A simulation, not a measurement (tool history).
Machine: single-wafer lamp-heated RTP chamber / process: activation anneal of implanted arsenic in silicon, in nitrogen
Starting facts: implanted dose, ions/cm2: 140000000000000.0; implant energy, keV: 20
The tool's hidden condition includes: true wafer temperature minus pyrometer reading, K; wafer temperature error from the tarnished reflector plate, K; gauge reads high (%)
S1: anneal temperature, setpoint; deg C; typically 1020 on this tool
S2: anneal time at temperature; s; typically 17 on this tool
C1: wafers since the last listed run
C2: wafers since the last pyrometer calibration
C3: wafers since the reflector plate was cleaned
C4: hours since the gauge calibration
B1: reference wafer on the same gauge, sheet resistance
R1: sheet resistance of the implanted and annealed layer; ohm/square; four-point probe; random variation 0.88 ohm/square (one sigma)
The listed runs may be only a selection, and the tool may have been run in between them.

Run 1, hour 0.0: usual settings; C1 0; C2 3034; C3 3631; C4 209.5; B1 612.77. Result: R1 593.29 ohm/square.
Run 2, hour 21.3: usual settings; C1 218; C2 3253; C3 3849; C4 230.8; B1 613.03. Result: R1 592.83 ohm/square.
Run 3, hour 35.8: usual settings; C1 148; C2 3401; C3 3997; C4 245.3; B1 613.18. Result: R1 593.99 ohm/square.
Run 4, hour 56.4: usual settings; C1 210; C2 3612; C3 4208; C4 265.9; B1 613.68. Result: R1 593.61 ohm/square.
Run 5, hour 80.6: usual settings but S2 14 s; C1 247; C2 3860; C3 4456; C4 290.1; B1 614.38. Result: R1 593.11 ohm/square.
Run 6, hour 94.5: usual settings but S2 23 s; C1 142; C2 4002; C3 4598; C4 304.0; B1 613.97. Result: R1 594.84 ohm/square.
Run 7, hour 113.8: usual settings but S2 23 s; C1 197; C2 4200; C3 4796; C4 323.3; B1 614.89. Result: R1 592.39 ohm/square.
Run 8, hour 132.1: usual settings but S2 23 s; C1 187; C2 4387; C3 4983; C4 341.6; B1 614.64. Result: R1 592.72 ohm/square.
Run 9, hour 147.4: usual settings but S1 1033 deg C; C1 156; C2 4544; C3 5140; C4 356.9; B1 614.98. Result: R1 592.39 ohm/square.
At hour 162.7: reflector plate cleaned.
Run 10, hour 173.5: usual settings but S1 1033 deg C; C1 185; C2 4729; C3 110; C4 383.0; B1 614.89. Result: R1 592.81 ohm/square.
Run 11, hour 205.1: usual settings but S1 1033 deg C; C1 323; C2 5053; C3 433; C4 414.6; B1 614.83. Result: R1 591.88 ohm/square.
Run 12, hour 238.9: usual settings but S1 1028 deg C; C1 346; C2 5399; C3 779; C4 448.4; B1 615.56. Result: R1 594.88 ohm/square.
Run 13, hour 268.1: usual settings; C1 299; C2 5698; C3 1078; C4 477.6; B1 615.05. Result: R1 595.61 ohm/square.
Run 14, hour 293.3: usual settings but S1 1029 deg C, S2 22 s; C1 258; C2 5956; C3 1336; C4 502.8; B1 615.67. Result: R1 593.51 ohm/square.
Run 15, hour 316.0: usual settings; C1 232; C2 6188; C3 1569; C4 525.5; B1 615.54. Result: R1 595.35 ohm/square.
Run 16, hour 346.3: usual settings but S1 1005 deg C, S2 26 s; C1 310; C2 6499; C3 1879; C4 555.8; B1 615.15. Result: R1 596.33 ohm/square.
At hour 390.2: pyrometer window cleaned and pyrometer calibrated.
Run 17, hour 416.1: usual settings but S1 1012 deg C, S2 13 s; C1 632; C2 265; C3 2512; C4 625.6; B1 616.49. Result: R1 598.52 ohm/square.
At hour 418.7: gauge calibrated.
Run 18, hour 443.0: usual settings but S1 1001 deg C; C1 275; C2 541; C3 2787; C4 24.3; B1 605.89. Result: R1 587.87 ohm/square.
Run 19, hour 457.5: usual settings but S1 1004 deg C; C1 148; C2 689; C3 2936; C4 38.8; B1 606.20. Result: R1 588.89 ohm/square.
Run 20, hour 485.6: usual settings but S1 995 deg C, S2 13 s; C1 287; C2 977; C3 3223; C4 66.9; B1 607.66. Result: R1 590.59 ohm/square.
Run 21, hour 501.5: usual settings but S1 1049 deg C, S2 7 s; C1 162; C2 1140; C3 3386; C4 82.8; B1 607.74. Result: R1 590.21 ohm/square.
Run 22, hour 537.0: usual settings but S1 1044 deg C, S2 21 s; C1 363; C2 1503; C3 3750; C4 118.3; B1 609.25. Result: R1 583.51 ohm/square.
Run 23, hour 568.9: usual settings; C1 326; C2 1830; C3 4076; C4 150.2; B1 609.91. Result: R1 590.01 ohm/square.
Run 24, hour 582.7: usual settings but S1 999 deg C, S2 23 s; C1 141; C2 1971; C3 4218; C4 164.0; B1 610.22. Result: R1 590.97 ohm/square.
At hour 606.4: reflector plate cleaned.
Run 25, hour 606.9: usual settings but S1 992 deg C, S2 22 s; C1 165; C2 2137; C3 5; C4 188.2; B1 610.55. Result: R1 592.90 ohm/square.
Run 26, hour 625.6: usual settings; C1 191; C2 2329; C3 197; C4 206.9; B1 611.04. Result: R1 590.42 ohm/square.
Run 27, hour 652.4: usual settings but S1 1034 deg C, S2 13 s; C1 274; C2 2603; C3 471; C4 233.7; B1 611.22. Result: R1 593.01 ohm/square.
Run 28, hour 668.4: usual settings but S1 1002 deg C, S2 21 s; C1 163; C2 2767; C3 635; C4 249.7; B1 611.92. Result: R1 591.97 ohm/square.
Run 29, hour 682.2: usual settings; C1 141; C2 2908; C3 776; C4 263.5; B1 611.78. Result: R1 592.83 ohm/square.
Run 30, hour 712.0: usual settings but S1 1010 deg C, S2 13 s; C1 305; C2 3213; C3 1081; C4 293.3; B1 612.17. Result: R1 593.78 ohm/square.
Run 31, hour 734.9: usual settings; C1 234; C2 3448; C3 1316; C4 316.2; B1 612.39. Result: R1 593.47 ohm/square.
Run 32, hour 753.4: usual settings but S1 1032 deg C, S2 27 s; C1 189; C2 3637; C3 1505; C4 334.7; B1 612.82. Result: R1 589.82 ohm/square.
Run 33, hour 777.2: usual settings; C1 243; C2 3881; C3 1749; C4 358.5; B1 612.88. Result: R1 592.75 ohm/square.
Run 34, hour 802.3: usual settings but S1 1033 deg C, S2 27 s; C1 257; C2 4138; C3 2006; C4 383.6; B1 613.28. Result: R1 587.68 ohm/square.
Run 35, hour 837.6: usual settings but S1 1049 deg C, S2 7 s; C1 361; C2 4499; C3 2367; C4 418.9; B1 613.44. Result: R1 595.38 ohm/square.
Run 36, hour 861.5: usual settings but S1 1036 deg C, S2 8 s; C1 244; C2 4744; C3 2612; C4 442.8; B1 613.68. Result: R1 595.69 ohm/square.

Run-by-run hidden state of the tool:
true wafer temperature minus pyrometer reading, K: 0, the same for each run
wafer temperature error from the tarnished reflector plate, K: 0, the same for each run
H1: gauge reads high (%)
run     H1
  1   1.29
  2   1.35
  3   1.39
  4   1.44
  5   1.48
  6   1.51
  7   1.54
  8   1.57
  9   1.59
 10   1.63
 11   1.66
 12   1.69
 13   1.72
 14   1.73
 15   1.75
 16   1.76
 17   1.79
 18    0.1
 19  0.205
 20  0.388
 21  0.481
 22  0.662
 23  0.799
 24  0.851
 25  0.935
 26  0.993
 27   1.07
 28   1.11
 29   1.14
 30    1.2
 31   1.24
 32   1.27
 33    1.3
 34   1.34
 35   1.37
 36    1.4
